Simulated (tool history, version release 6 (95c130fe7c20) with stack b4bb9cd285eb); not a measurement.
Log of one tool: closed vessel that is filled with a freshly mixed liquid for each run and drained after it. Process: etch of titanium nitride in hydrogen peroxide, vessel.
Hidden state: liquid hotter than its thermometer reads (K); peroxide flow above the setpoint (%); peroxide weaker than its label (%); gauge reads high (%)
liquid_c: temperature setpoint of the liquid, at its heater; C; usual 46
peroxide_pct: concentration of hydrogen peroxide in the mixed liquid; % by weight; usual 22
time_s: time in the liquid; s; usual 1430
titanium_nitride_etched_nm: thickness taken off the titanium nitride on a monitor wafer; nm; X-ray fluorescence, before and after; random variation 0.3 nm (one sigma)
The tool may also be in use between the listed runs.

run	hour	liquid_c	peroxide_pct	time_s	wafers since the last listed run	hours since the thermometer was replaced	hours since the peroxide flow meter was replaced	hours since the drum of peroxide was connected	hours since the gauge calibration	read-back film thickness of the titanium nitride reference wafer, read on the same gauge (nm)	titanium_nitride_etched_nm
1	0	46	22	1610	0	128.5	30.6	731.2	285.5	97.92	50.93
2	90.4	46	22	1610	5148	218.9	121	821.6	375.9	97.39	50.92
# hour 170.3: new drum of peroxide connected
3	181.6	51.5	22	1735	5137	310.1	212.2	11.3	467.1	96.98	81.31
4	274.7	46	22	1430	5302	403.2	305.3	104.4	560.2	96.67	44.54
5	342.5	46	22	1430	3861	471	373.1	172.2	628	96.4	44.12
6	448.8	46	22	1430	6054	577.3	479.4	278.5	734.3	96.14	44.67
7	542	46	22	1430	5308	670.5	572.6	371.7	827.5	95.93	44.73
8	647.6	46	22	1430	6014	776.1	678.2	477.3	933.1	95.73	44.1
# hour 662.6: peroxide flow meter replaced
9	708.8	46	22	1430	3428	837.3	46.2	538.5	994.3	95.68	44.56
10	868.6	50.5	18	1430	9101	997.1	206	698.3	1154.1	95.43	59.13
11	930.7	46	22	1900	3536	1059.2	268.1	760.4	1216.2	95.36	57.73

The next listed run, before its measurement:
12	977.6	46	22	1430	2671	1106.1	315	807.3	1263.1	?	?

Run 12 gave read-back film thickness of the titanium nitride reference wafer, read on the same gauge (nm) 95.32, titanium_nitride_etched_nm 44.24 nm.
Without the tool's hidden state the same run would have given titanium_nitride_etched_nm 46.42 nm.

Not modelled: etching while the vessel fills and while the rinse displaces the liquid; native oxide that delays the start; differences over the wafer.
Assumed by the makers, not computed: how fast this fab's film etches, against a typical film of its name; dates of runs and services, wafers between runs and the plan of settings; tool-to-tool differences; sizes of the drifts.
